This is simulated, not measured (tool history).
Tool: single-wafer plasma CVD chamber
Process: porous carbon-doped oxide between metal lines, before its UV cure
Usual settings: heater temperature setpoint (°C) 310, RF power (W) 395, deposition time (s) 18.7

run     day  heater temperature setpoint (°C)  RF power (W)  deposition time (s)  wafers since the last listed run  hours since the last thermocouple change  hours since the last RF generator calibration  hours since the showerhead was replaced  hours since the gauge calibration  read-back reference wafer on the same gauge, thickness_nm  mean film thickness on the monitor wafer (nm)
  1       0                               310           350                 18.7                                 0                                     652.7                                         1610.5                                   3667.7                              220.7                                                     73.898                                         72.939
  2   0.608                               310           350                 18.7                               547                                     667.3                                         1625.1                                   3682.3                              235.3                                                     73.925                                         72.652
  3   3.546                               310           395                 18.7                              2645                                     737.8                                         1695.6                                   3752.8                              305.8                                                     74.052                                         81.578
  4   4.671                               310           395                 18.7                              1013                                     764.8                                         1722.6                                   3779.8                              332.8                                                     74.162                                         81.256
  5   5.954                               310           395                 18.7                              1155                                     795.6                                         1753.4                                   3810.6                              363.6                                                     74.187                                         81.596
  6   7.283                               310           395                 18.7                              1197                                     827.5                                         1785.3                                   3842.5                              395.5                                                     74.269                                         81.649
  7   8.458                               310           395                 18.7                              1058                                     855.7                                         1813.5                                   3870.7                              423.7                                                     74.326                                          81.97
  8   9.292                               310           395                 18.7                               750                                     875.7                                         1833.5                                   3890.7                              443.7                                                     74.382                                         81.666
  9  10.508                               310           395                 18.7                              1095                                     904.9                                         1862.7                                   3919.9                              472.9                                                     74.508                                         81.756
     11.629  -- showerhead replaced
 10  11.725                               299           395                 18.7                               795                                     934.1                                         1891.9                                      2.3                              502.1                                                     74.539                                         86.611
     12.392  -- thermocouple changed; heater temperature recalibrated
 11  12.625                               299           395                 18.7                               510                                       5.6                                         1913.5                                     23.9                              523.7                                                     74.634                                         86.548
     14.567  -- gauge calibrated
 12  16.954                               299           395                 18.7                              3899                                     109.5                                         2017.4                                    127.8                               57.3                                                     73.547                                         85.125
 13  18.408                               310           395                 18.7                              1309                                     144.4                                         2052.3                                    162.7                               92.2                                                     73.601                                         81.084
 14  19.583                               310           395                 18.7                              1058                                     172.6                                         2080.5                                    190.9                              120.4                                                     73.721                                         81.033
 15  20.667                               310           340                 18.7                               975                                     198.6                                         2106.5                                    216.9                              146.4                                                     73.715                                         70.674
 16  21.225                               310           435                 17.7                               502                                       212                                         2119.9                                    230.3                              159.8                                                     73.742                                         83.615
 17  22.033                               306           340                 18.7                               728                                     231.4                                         2139.3                                    249.7                              179.2                                                     73.787                                         72.261
 18  22.742                               320           320                 18.7                               637                                     248.4                                         2156.3                                    266.7                              196.2                                                     73.865                                         64.196
 19  23.496                               310           450                 18.7                               679                                     266.5                                         2174.4                                    284.8                              214.3                                                     73.872                                         90.516
 20  24.142                               310           395                 18.7                               581                                       282                                         2189.9                                    300.3                              229.8                                                     73.966                                         81.362
 21  25.017                               295           395                 18.7                               788                                       303                                         2210.9                                    321.3                              250.8                                                     73.955                                          87.87
 22  26.367                               310           395                 18.7                              1215                                     335.4                                         2243.3                                    353.7                              283.2                                                     74.025                                         81.418
     27.667  -- RF generator calibrated
 23  28.733                               310           430                 22.4                              1831                                     392.2                                           25.6                                    410.5                                340                                                     74.107                                        104.194
 24  29.388                               300           395                 18.7                               589                                     407.9                                           41.3                                    426.2                              355.7                                                     74.205                                         85.675
 25  30.475                               300           370                 16.7                               979                                       434                                           67.4                                    452.3                              381.8                                                     74.301                                         72.511
 26  31.167                               310           330                 18.7                               622                                     450.6                                             84                                    468.9                              398.4                                                     74.285                                         69.251
 27  32.008                               298           330                 18.7                               758                                     470.8                                          104.2                                    489.1                              418.6                                                     74.246                                         73.743
 28  33.367                               310           395                 17.6                              1223                                     503.4                                          136.8                                    521.7                              451.2                                                     74.375                                         77.327
 29  34.092                               310           395                 18.7                               652                                     520.8                                          154.2                                    539.1                              468.6                                                     74.379                                         81.889
 30  34.908                               310           395                 18.7                               735                                     540.4                                          173.8                                    558.7                              488.2                                                     74.537                                         81.924
 31   35.95                               320           350                 17.3                               938                                     565.4                                          198.8                                    583.7                              513.2                                                     74.531                                         65.009
 32  37.046                               318           375                 15.4                               986                                     591.7                                          225.1                                      610                              539.5                                                     74.545                                         62.198
     37.646  -- gauge calibrated
 33  37.767                               310           395                 22.1                               649                                       609                                          242.4                                    627.3                                2.9                                                     73.367                                         94.621
 34  38.938                               299           465                 19.8                              1054                                     637.1                                          270.5                                    655.4                                 31                                                     73.451                                        102.828
 35  40.025                               310           355                 19.8                               979                                     663.2                                          296.6                                    681.5                               57.1                                                      73.49                                          77.64

Below are 3 alternative next runs, each starting from the tool's condition after run 35. Predict each:
  A  40.042                               310           395                 18.7                                15                                     663.6                                            297                                    681.9                               57.5                                                          ?                                              ?
  B  40.042                               297           440                 18.7                                15                                     663.6                                            297                                    681.9                               57.5                                                          ?                                              ?
  C  40.042                               321           395                 18.7                                15                                     663.6                                            297                                    681.9                               57.5                                                          ?                                              ?

run  read-back reference wafer on the same gauge, thickness_nm  mean film thickness on the monitor wafer (nm)
  A                                                     73.519                                         80.751
  B                                                     73.519                                         94.439
  C                                                     73.519                                         76.785
Had the tool no hidden state, the same runs would have come out as:
run  mean film thickness on the monitor wafer (nm)
  A                                         80.514
  B                                         94.162
  C                                          76.56
